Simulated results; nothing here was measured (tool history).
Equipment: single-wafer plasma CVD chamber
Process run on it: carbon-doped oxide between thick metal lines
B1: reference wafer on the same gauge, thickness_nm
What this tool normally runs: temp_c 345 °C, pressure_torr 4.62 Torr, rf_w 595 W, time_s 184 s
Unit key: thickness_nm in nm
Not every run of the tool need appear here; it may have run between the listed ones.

{"run": 1, "hour": 0.0, "temp_c": 345, "pressure_torr": 4.06, "rf_w": 595, "time_s": 184, "B1": 995.908, "thickness_nm": 884.968}
{"run": 2, "hour": 6.7, "temp_c": 345, "pressure_torr": 4.62, "rf_w": 595, "time_s": 184, "B1": 995.595, "thickness_nm": 906.345}
{"run": 3, "hour": 19.2, "temp_c": 345, "pressure_torr": 4.62, "rf_w": 595, "time_s": 184, "B1": 995.865, "thickness_nm": 906.111}
{"run": 4, "hour": 33.9, "temp_c": 345, "pressure_torr": 4.62, "rf_w": 595, "time_s": 184, "B1": 995.684, "thickness_nm": 906.552}
{"run": 5, "hour": 51.2, "temp_c": 345, "pressure_torr": 4.62, "rf_w": 660, "time_s": 184, "B1": 996.038, "thickness_nm": 958.308}
{"run": 6, "hour": 64.3, "temp_c": 345, "pressure_torr": 4.62, "rf_w": 660, "time_s": 184, "B1": 996.412, "thickness_nm": 956.789}
{"run": 7, "hour": 81.5, "temp_c": 345, "pressure_torr": 4.62, "rf_w": 595, "time_s": 184, "B1": 996.368, "thickness_nm": 902.804}
{"run": 8, "hour": 90.1, "temp_c": 345, "pressure_torr": 4.62, "rf_w": 595, "time_s": 184, "B1": 995.873, "thickness_nm": 900.428}
{"hour": 101.2, "done": "showerhead replaced"}
{"run": 9, "hour": 107.3, "temp_c": 345, "pressure_torr": 4.62, "rf_w": 595, "time_s": 184, "B1": 995.695, "thickness_nm": 902.773}
{"hour": 110.7, "done": "gauge calibrated"}
{"run": 10, "hour": 116.3, "temp_c": 345, "pressure_torr": 4.62, "rf_w": 595, "time_s": 184, "B1": 995.695, "thickness_nm": 902.151}
{"run": 11, "hour": 124.9, "temp_c": 345, "pressure_torr": 4.62, "rf_w": 595, "time_s": 184, "B1": 996.446, "thickness_nm": 905.628}
{"run": 12, "hour": 131.3, "temp_c": 345, "pressure_torr": 4.62, "rf_w": 595, "time_s": 184, "B1": 996.285, "thickness_nm": 904.348}
{"run": 13, "hour": 146.5, "temp_c": 355, "pressure_torr": 4.62, "rf_w": 595, "time_s": 184, "B1": 996.399, "thickness_nm": 880.34}
{"run": 14, "hour": 162.3, "temp_c": 345, "pressure_torr": 4.62, "rf_w": 595, "time_s": 199, "B1": 995.834, "thickness_nm": 975.77}
{"hour": 177.4, "done": "thermocouple changed; heater temperature recalibrated"}
{"hour": 184.1, "done": "RF generator calibrated"}
{"run": 15, "hour": 184.6, "temp_c": 357, "pressure_torr": 4.62, "rf_w": 595, "time_s": 184, "B1": 995.93, "thickness_nm": 918.213}
{"run": 16, "hour": 187.8, "temp_c": 351, "pressure_torr": 5.47, "rf_w": 640, "time_s": 161, "B1": 995.894, "thickness_nm": 874.207}
{"run": 17, "hour": 196.4, "temp_c": 335, "pressure_torr": 3.93, "rf_w": 540, "time_s": 219, "B1": 996.054, "thickness_nm": 1053.29}
{"run": 18, "hour": 208.6, "temp_c": 330, "pressure_torr": 4.62, "rf_w": 550, "time_s": 211, "B1": 996.058, "thickness_nm": 1072.606}
{"hour": 221.3, "done": "capacitance manometer re-zeroed and calibrated"}
{"run": 19, "hour": 221.8, "temp_c": 345, "pressure_torr": 4.62, "rf_w": 595, "time_s": 184, "B1": 996.385, "thickness_nm": 945.23}
{"run": 20, "hour": 228.1, "temp_c": 345, "pressure_torr": 4.62, "rf_w": 595, "time_s": 184, "B1": 995.958, "thickness_nm": 945.09}
{"run": 21, "hour": 243.6, "temp_c": 353, "pressure_torr": 4.62, "rf_w": 675, "time_s": 184, "B1": 996.194, "thickness_nm": 995.333}
{"run": 22, "hour": 256.2, "temp_c": 356, "pressure_torr": 4.23, "rf_w": 535, "time_s": 198, "B1": 995.857, "thickness_nm": 911.667}
{"run": 23, "hour": 271.5, "temp_c": 345, "pressure_torr": 4.62, "rf_w": 525, "time_s": 197, "B1": 995.612, "thickness_nm": 941.501}
{"run": 24, "hour": 288.0, "temp_c": 345, "pressure_torr": 5.47, "rf_w": 650, "time_s": 196, "B1": 996.127, "thickness_nm": 1091.121}
{"run": 25, "hour": 298.3, "temp_c": 340, "pressure_torr": 4.95, "rf_w": 535, "time_s": 216, "B1": 995.94, "thickness_nm": 1069.493}
{"run": 26, "hour": 309.4, "temp_c": 345, "pressure_torr": 4.62, "rf_w": 645, "time_s": 184, "B1": 996.393, "thickness_nm": 989.75}
{"run": 27, "hour": 323.6, "temp_c": 336, "pressure_torr": 3.57, "rf_w": 595, "time_s": 184, "B1": 995.934, "thickness_nm": 918.105}
{"run": 28, "hour": 330.5, "temp_c": 345, "pressure_torr": 4.62, "rf_w": 595, "time_s": 184, "B1": 995.996, "thickness_nm": 942.178}
{"run": 29, "hour": 341.6, "temp_c": 336, "pressure_torr": 3.58, "rf_w": 595, "time_s": 184, "B1": 995.798, "thickness_nm": 916.009}

Below are 3 alternative next runs, each starting from the tool's condition after run 29. Predict each:
{"run": "A", "hour": 342.1, "temp_c": 345, "pressure_torr": 4.62, "rf_w": 595, "time_s": 184, "B1": "?", "thickness_nm": "?"}
{"run": "B", "hour": 342.1, "temp_c": 345, "pressure_torr": 4.62, "rf_w": 595, "time_s": 156, "B1": "?", "thickness_nm": "?"}
{"run": "C", "hour": 342.1, "temp_c": 358, "pressure_torr": 5.45, "rf_w": 595, "time_s": 184, "B1": "?", "thickness_nm": "?"}

run=A B1=995.652 thickness_nm=943.495
run=B B1=995.652 thickness_nm=800.340
run=C B1=995.652 thickness_nm=946.600
Without the tool's hidden state the same runs would have given:
run=A thickness_nm=944.196
run=B thickness_nm=800.936
run=C thickness_nm=947.304

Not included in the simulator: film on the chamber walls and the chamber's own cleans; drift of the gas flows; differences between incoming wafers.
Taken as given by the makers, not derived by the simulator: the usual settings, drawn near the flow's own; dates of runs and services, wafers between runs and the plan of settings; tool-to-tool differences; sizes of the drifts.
